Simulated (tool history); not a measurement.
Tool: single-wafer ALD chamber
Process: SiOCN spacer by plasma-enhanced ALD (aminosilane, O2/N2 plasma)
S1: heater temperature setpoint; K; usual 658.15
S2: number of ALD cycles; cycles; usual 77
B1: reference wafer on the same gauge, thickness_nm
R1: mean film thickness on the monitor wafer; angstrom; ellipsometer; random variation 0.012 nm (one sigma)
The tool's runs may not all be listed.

run 1 hour=0.0 | S1=658.15 S2=77 | B1=4.940 | R1=46.48
run 2 hour=15.4 | S1=658.15 S2=77 | B1=4.931 | R1=46.20
run 3 hour=26.9 | S1=658.15 S2=77 | B1=4.934 | R1=46.13
run 4 hour=40.9 | S1=658.15 S2=77 | B1=4.924 | R1=46.07
run 5 hour=50.9 | S1=658.15 S2=77 | B1=4.925 | R1=46.11
run 6 hour=68.0 | S1=658.15 S2=77 | B1=4.917 | R1=46.08
run 7 hour=85.5 | S1=658.15 S2=77 | B1=4.909 | R1=45.96
run 8 hour=100.0 | S1=658.15 S2=77 | B1=4.906 | R1=45.94
-- hour=112.4 thermocouple changed; heater temperature recalibrated
run 9 hour=112.9 | S1=658.15 S2=77 | B1=4.903 | R1=45.94
run 10 hour=122.2 | S1=658.15 S2=77 | B1=4.898 | R1=45.67
-- hour=125.9 gauge calibrated
run 11 hour=135.2 | S1=665.15 S2=82 | B1=4.963 | R1=49.34
run 12 hour=144.6 | S1=665.15 S2=77 | B1=4.964 | R1=46.43
run 13 hour=170.9 | S1=658.15 S2=77 | B1=4.960 | R1=46.38
run 14 hour=220.7 | S1=651.15 S2=91 | B1=4.958 | R1=54.73
run 15 hour=228.8 | S1=658.15 S2=77 | B1=4.958 | R1=46.18
run 16 hour=237.4 | S1=664.15 S2=90 | B1=4.956 | R1=54.01
run 17 hour=244.6 | S1=658.15 S2=77 | B1=4.955 | R1=46.55
run 18 hour=258.4 | S1=668.15 S2=73 | B1=4.956 | R1=43.87
run 19 hour=290.5 | S1=647.15 S2=72 | B1=4.941 | R1=43.12
run 20 hour=306.2 | S1=651.15 S2=67 | B1=4.941 | R1=40.13
run 21 hour=313.6 | S1=658.15 S2=77 | B1=4.940 | R1=46.21

5 ways to go on from here, each from the tool as it stands after run 21. What would each give?
run A hour=314.1 | S1=658.15 S2=77 | B1=? | R1=?
run B hour=314.1 | S1=667.15 S2=66 | B1=? | R1=?
run C hour=314.1 | S1=669.15 S2=88 | B1=? | R1=?
run D hour=314.1 | S1=644.15 S2=68 | B1=? | R1=?
run E hour=314.1 | S1=652.15 S2=77 | B1=? | R1=?

run=A B1=4.941 R1=46.39
run=B B1=4.941 R1=39.76
run=C B1=4.941 R1=53.02
run=D B1=4.941 R1=40.97
run=E B1=4.941 R1=46.39
Without the tool's hidden state the same runs would have given:
run=A R1=46.59
run=B R1=39.93
run=C R1=53.25
run=D R1=41.14
run=E R1=46.59

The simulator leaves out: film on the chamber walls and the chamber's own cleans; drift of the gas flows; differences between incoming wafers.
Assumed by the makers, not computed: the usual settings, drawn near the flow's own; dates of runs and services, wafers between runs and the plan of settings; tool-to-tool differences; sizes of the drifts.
